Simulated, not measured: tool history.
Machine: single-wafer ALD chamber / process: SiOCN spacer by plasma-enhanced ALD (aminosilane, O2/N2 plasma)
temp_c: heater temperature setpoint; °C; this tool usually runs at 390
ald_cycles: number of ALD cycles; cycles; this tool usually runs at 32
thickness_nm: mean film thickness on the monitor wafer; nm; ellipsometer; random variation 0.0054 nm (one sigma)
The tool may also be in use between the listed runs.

| run | hour | temp_c | ald_cycles | wafers since the last listed run | hours since the last thermocouple change | hours since the gauge calibration | read-back reference wafer on the same gauge, thickness_nm | thickness_nm |
|---|---|---|---|---|---|---|---|---|
| 1 | 0.0 | 390 | 36 | 0 | 785.1 | 10.4 | 2.433 | 2.425 |
| 2 | 22.0 | 390 | 36 | 198 | 807.1 | 32.4 | 2.429 | 2.411 |
| 3 | 44.3 | 390 | 36 | 201 | 829.4 | 54.7 | 2.426 | 2.411 |
| 4 | 60.4 | 402 | 29 | 145 | 845.5 | 70.8 | 2.420 | 1.931 |
| 5 | 79.6 | 402 | 29 | 173 | 864.7 | 90.0 | 2.417 | 1.934 |
| 6 | 112.9 | 402 | 29 | 300 | 898.0 | 123.3 | 2.414 | 1.934 |
| 7 | 142.6 | 390 | 32 | 267 | 927.7 | 153.0 | 2.409 | 2.126 |
| 8 | 160.8 | 390 | 32 | 164 | 945.9 | 171.2 | 2.408 | 2.132 |
| 9 | 191.4 | 390 | 32 | 276 | 976.5 | 201.8 | 2.406 | 2.124 |
| 10 | 216.7 | 390 | 35 | 228 | 1001.8 | 227.1 | 2.404 | 2.331 |
| 11 | 232.2 | 396 | 38 | 139 | 1017.3 | 242.6 | 2.406 | 2.527 |
|  | 243.9 | thermocouple changed; heater temperature recalibrated |
| 12 | 279.3 | 390 | 32 | 352 | 35.4 | 289.7 | 2.404 | 2.129 |
| 13 | 301.7 | 398 | 29 | 202 | 57.8 | 312.1 | 2.403 | 1.917 |
|  | 319.5 | gauge calibrated |
| 14 | 336.2 | 384 | 38 | 311 | 92.3 | 16.7 | 2.438 | 2.568 |
| 15 | 357.0 | 377 | 38 | 187 | 113.1 | 37.5 | 2.432 | 2.554 |
| 16 | 390.7 | 398 | 27 | 303 | 146.8 | 71.2 | 2.427 | 1.815 |
| 17 | 404.3 | 376 | 32 | 122 | 160.4 | 84.8 | 2.423 | 2.147 |
| 18 | 437.6 | 390 | 32 | 300 | 193.7 | 118.1 | 2.420 | 2.149 |
| 19 | 463.3 | 390 | 36 | 231 | 219.4 | 143.8 | 2.415 | 2.399 |
| 20 | 492.9 | 390 | 32 | 266 | 249.0 | 173.4 | 2.412 | 2.132 |

What if the next run were any one of these 5? Each begins from the tool's condition after run 20:
| A | 493.4 | 390 | 27 | 4 | 249.5 | 173.9 | ? | ? |
| B | 493.4 | 375 | 27 | 4 | 249.5 | 173.9 | ? | ? |
| C | 493.4 | 386 | 30 | 4 | 249.5 | 173.9 | ? | ? |
| D | 493.4 | 402 | 30 | 4 | 249.5 | 173.9 | ? | ? |
| E | 493.4 | 390 | 28 | 4 | 249.5 | 173.9 | ? | ? |

| run | read-back reference wafer on the same gauge, thickness_nm | thickness_nm |
|---|---|---|
| A | 2.414 | 1.804 |
| B | 2.414 | 1.804 |
| C | 2.414 | 2.004 |
| D | 2.414 | 2.001 |
| E | 2.414 | 1.871 |
With no hidden state in the tool, these same runs would have given:
| run | thickness_nm |
|---|---|
| A | 1.824 |
| B | 1.824 |
| C | 2.026 |
| D | 2.023 |
| E | 1.891 |

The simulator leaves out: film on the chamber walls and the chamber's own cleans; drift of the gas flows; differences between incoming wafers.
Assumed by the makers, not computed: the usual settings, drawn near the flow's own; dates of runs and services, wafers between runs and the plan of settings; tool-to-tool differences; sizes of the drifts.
